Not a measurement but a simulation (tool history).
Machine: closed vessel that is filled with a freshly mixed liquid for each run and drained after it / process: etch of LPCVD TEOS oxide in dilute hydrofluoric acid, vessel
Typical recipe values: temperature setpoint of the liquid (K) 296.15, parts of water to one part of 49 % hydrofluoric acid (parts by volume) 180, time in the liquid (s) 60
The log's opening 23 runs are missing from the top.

run    hour  temperature setpoint of the liquid (K)  parts of water to one part of 49 % hydrofluoric acid (parts by volume)  time in the liquid (s)  read-back film thickness of the LPCVD TEOS oxide reference wafer, read on the same gauge (nm)  thickness taken off the LPCVD TEOS oxide on a monitor wafer (nm)
 24  1633.6                                  294.15                                                                     180                      90                                                                                          70.01                                                             20.25
 25  1680.1                                  291.65                                                                     105                      45                                                                                          69.98                                                             16.92
     1707.8  -- hydrofluoric acid flow meter replaced
 26  1772.5                                  296.15                                                                     180                      60                                                                                          70.00                                                             14.66
 27  1866.0                                  296.15                                                                     245                      90                                                                                          70.03                                                             15.20
 28  1959.1                                  296.15                                                                     180                      60                                                                                          70.00                                                             14.77
 29  2065.7                                  291.65                                                                     145                      90                                                                                          70.01                                                             23.78
 30  2173.1                                  296.15                                                                     180                      60                                                                                          69.99                                                             14.83
 31  2277.2                                  292.15                                                                     110                      35                                                                                          69.99                                                             12.92
 32  2365.5                                  294.15                                                                     180                      90                                                                                          70.00                                                             20.63
 33  2409.8                                  296.15                                                                     260                      75                                                                                          70.01                                                             11.82

4 ways to go on from here, each from the tool as it stands after run 33. What would each give?
  A  2410.5                                  296.15                                                                     180                      30                                                                                              ?                                                                 ?
  B  2410.5                                  296.15                                                                     230                      90                                                                                              ?                                                                 ?
  C  2410.5                                  294.65                                                                     240                      40                                                                                              ?                                                                 ?
  D  2410.5                                  299.65                                                                     180                      60                                                                                              ?                                                                 ?

run  read-back film thickness of the LPCVD TEOS oxide reference wafer, read on the same gauge (nm)  thickness taken off the LPCVD TEOS oxide on a monitor wafer (nm)
  A                                                                                          70.01                                                              7.43
  B                                                                                          70.01                                                             16.54
  C                                                                                          70.01                                                              6.60
  D                                                                                          70.01                                                             16.90
Without the tool's unlogged condition, the same runs would have read:
run  thickness taken off the LPCVD TEOS oxide on a monitor wafer (nm)
  A                                                              7.16
  B                                                             15.95
  C                                                              6.37
  D                                                             16.31
